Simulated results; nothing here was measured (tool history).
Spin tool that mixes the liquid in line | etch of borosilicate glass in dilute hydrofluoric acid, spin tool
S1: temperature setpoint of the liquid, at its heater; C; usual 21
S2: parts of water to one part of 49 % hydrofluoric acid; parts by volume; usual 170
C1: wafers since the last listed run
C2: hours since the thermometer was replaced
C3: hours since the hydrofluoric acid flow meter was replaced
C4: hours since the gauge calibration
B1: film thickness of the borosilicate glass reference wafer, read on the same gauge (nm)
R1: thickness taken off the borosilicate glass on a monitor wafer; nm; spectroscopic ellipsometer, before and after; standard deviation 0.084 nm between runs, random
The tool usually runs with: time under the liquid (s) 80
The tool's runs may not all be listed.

run 1 hour=0 | S1=21 S2=170 time_under_the_liquid_(s)=80 | C1=0 C2=225.2 C3=731.4 C4=65.2 | B1=109.98 | R1=12.37
run 2 hour=52 | S1=21 S2=170 time_under_the_liquid_(s)=80 | C1=475 C2=277.2 C3=783.4 C4=117.2 | B1=110.01 | R1=12.23
-- hour=64.5 hydrofluoric acid flow meter replaced
run 3 hour=122.2 | S1=21 S2=170 time_under_the_liquid_(s)=80 | C1=633 C2=347.4 C3=57.7 C4=187.4 | B1=109.96 | R1=12.31
run 4 hour=204.8 | S1=21 S2=170 time_under_the_liquid_(s)=80 | C1=755 C2=430 C3=140.3 C4=270 | B1=109.96 | R1=12.28
run 5 hour=247.1 | S1=21 S2=170 time_under_the_liquid_(s)=80 | C1=387 C2=472.3 C3=182.6 C4=312.3 | B1=110.05 | R1=12.48
run 6 hour=349.1 | S1=21 S2=170 time_under_the_liquid_(s)=80 | C1=933 C2=574.3 C3=284.6 C4=414.3 | B1=110.03 | R1=12.39
run 7 hour=447.1 | S1=21 S2=170 time_under_the_liquid_(s)=80 | C1=896 C2=672.3 C3=382.6 C4=512.3 | B1=109.98 | R1=12.43
-- hour=485 thermometer replaced, repeated, since the last time left the tool worse
run 8 hour=516.6 | S1=21 S2=170 time_under_the_liquid_(s)=80 | C1=626 C2=31.6 C3=452.1 C4=581.8 | B1=109.99 | R1=10.99
run 9 hour=572.9 | S1=21 S2=170 time_under_the_liquid_(s)=80 | C1=515 C2=87.9 C3=508.4 C4=638.1 | B1=110 | R1=11.29
run 10 hour=676 | S1=17 S2=220 time_under_the_liquid_(s)=50 | C1=943 C2=191 C3=611.5 C4=741.2 | B1=109.98 | R1=4.4
run 11 hour=739.9 | S1=25 S2=105 time_under_the_liquid_(s)=55 | C1=584 C2=254.9 C3=675.4 C4=805.1 | B1=110 | R1=15.91
run 12 hour=785.3 | S1=22.5 S2=200 time_under_the_liquid_(s)=80 | C1=415 C2=300.3 C3=720.8 C4=850.5 | B1=109.98 | R1=9.88
-- hour=801.5 hydrofluoric acid flow meter replaced
run 13 hour=843.5 | S1=19.5 S2=145 time_under_the_liquid_(s)=110 | C1=523 C2=358.5 C3=42 C4=908.7 | B1=109.99 | R1=17.67
run 14 hour=934.6 | S1=24 S2=95 time_under_the_liquid_(s)=40 | C1=833 C2=449.6 C3=133.1 C4=999.8 | B1=110.01 | R1=12.43
run 15 hour=976.1 | S1=21 S2=170 time_under_the_liquid_(s)=80 | C1=379 C2=491.1 C3=174.6 C4=1041.3 | B1=110.01 | R1=11.5
run 16 hour=1069.1 | S1=21 S2=205 time_under_the_liquid_(s)=80 | C1=850 C2=584.1 C3=267.6 C4=1134.3 | B1=109.97 | R1=9.03
run 17 hour=1139.4 | S1=21 S2=170 time_under_the_liquid_(s)=130 | C1=643 C2=654.4 C3=337.9 C4=1204.6 | B1=110.05 | R1=18.58
run 18 hour=1205.1 | S1=21 S2=195 time_under_the_liquid_(s)=65 | C1=601 C2=720.1 C3=403.6 C4=1270.3 | B1=109.96 | R1=7.99
run 19 hour=1295 | S1=21 S2=170 time_under_the_liquid_(s)=80 | C1=822 C2=810 C3=493.5 C4=1360.2 | B1=110.01 | R1=11.72
-- hour=1330.5 thermometer replaced
run 20 hour=1382.4 | S1=21 S2=170 time_under_the_liquid_(s)=80 | C1=790 C2=51.9 C3=580.9 C4=1447.6 | B1=109.99 | R1=11.14
run 21 hour=1464.1 | S1=23.5 S2=200 time_under_the_liquid_(s)=80 | C1=747 C2=133.6 C3=662.6 C4=1529.3 | B1=110 | R1=10.13
run 22 hour=1505.5 | S1=25.5 S2=245 time_under_the_liquid_(s)=55 | C1=378 C2=175 C3=704 C4=1570.7 | B1=109.99 | R1=5.81
-- hour=1513 hydrofluoric acid flow meter replaced
run 23 hour=1561.8 | S1=21 S2=125 time_under_the_liquid_(s)=40 | C1=505 C2=231.3 C3=48.8 C4=1627 | B1=109.97 | R1=8.13
run 24 hour=1610.8 | S1=19.5 S2=150 time_under_the_liquid_(s)=80 | C1=448 C2=280.3 C3=97.8 C4=1676 | B1=110.05 | R1=12.27
run 25 hour=1920.6 | S1=18.5 S2=170 time_under_the_liquid_(s)=115 | C1=2834 C2=590.1 C3=407.6 C4=1985.8 | B1=110.02 | R1=14.82
-- hour=2046.7 thermometer replaced
run 26 hour=2140.3 | S1=21 S2=250 time_under_the_liquid_(s)=80 | C1=2001 C2=93.6 C3=627.3 C4=2205.5 | B1=110.03 | R1=7.06
run 27 hour=2242.1 | S1=21 S2=170 time_under_the_liquid_(s)=80 | C1=931 C2=195.4 C3=729.1 C4=2307.3 | B1=109.99 | R1=11.37
-- hour=2271.2 hydrofluoric acid flow meter replaced
run 28 hour=2314.3 | S1=25 S2=140 time_under_the_liquid_(s)=80 | C1=651 C2=267.6 C3=43.1 C4=2379.5 | B1=110.02 | R1=16.56
run 29 hour=2395.5 | S1=24.5 S2=170 time_under_the_liquid_(s)=110 | C1=742 C2=348.8 C3=124.3 C4=2460.7 | B1=109.98 | R1=17.92
run 30 hour=2486.7 | S1=23.5 S2=170 time_under_the_liquid_(s)=115 | C1=834 C2=440 C3=215.5 C4=2551.9 | B1=110.01 | R1=18.04
run 31 hour=2541.9 | S1=21 S2=170 time_under_the_liquid_(s)=80 | C1=505 C2=495.2 C3=270.7 C4=2607.1 | B1=109.97 | R1=11.46
run 32 hour=2693.3 | S1=21 S2=170 time_under_the_liquid_(s)=80 | C1=1385 C2=646.6 C3=422.1 C4=2758.5 | B1=110.04 | R1=11.42
run 33 hour=2763.5 | S1=23.5 S2=170 time_under_the_liquid_(s)=125 | C1=642 C2=716.8 C3=492.3 C4=2828.7 | B1=110.03 | R1=19.79

Run-by-run hidden state of the tool:
hydrofluoric acid flow below the setpoint (%): 0, the same for each run
gauge reads high (%): 0, the same for each run
H1: liquid hotter than its thermometer reads (K)
run=1 H1=2.56
run=2 H1=2.63
run=3 H1=2.74
run=4 H1=2.86
run=5 H1=2.92
run=6 H1=3.07
run=7 H1=3.22
run=8 H1=0.179
run=9 H1=0.262
run=10 H1=0.413
run=11 H1=0.507
run=12 H1=0.574
run=13 H1=0.66
run=14 H1=0.794
run=15 H1=0.855
run=16 H1=0.992
run=17 H1=1.1
run=18 H1=1.19
run=19 H1=1.32
run=20 H1=0.163
run=21 H1=0.283
run=22 H1=0.344
run=23 H1=0.427
run=24 H1=0.499
run=25 H1=0.955
run=26 H1=0.3
run=27 H1=0.449
run=28 H1=0.556
run=29 H1=0.675
run=30 H1=0.809
run=31 H1=0.891
run=32 H1=1.11
run=33 H1=1.22
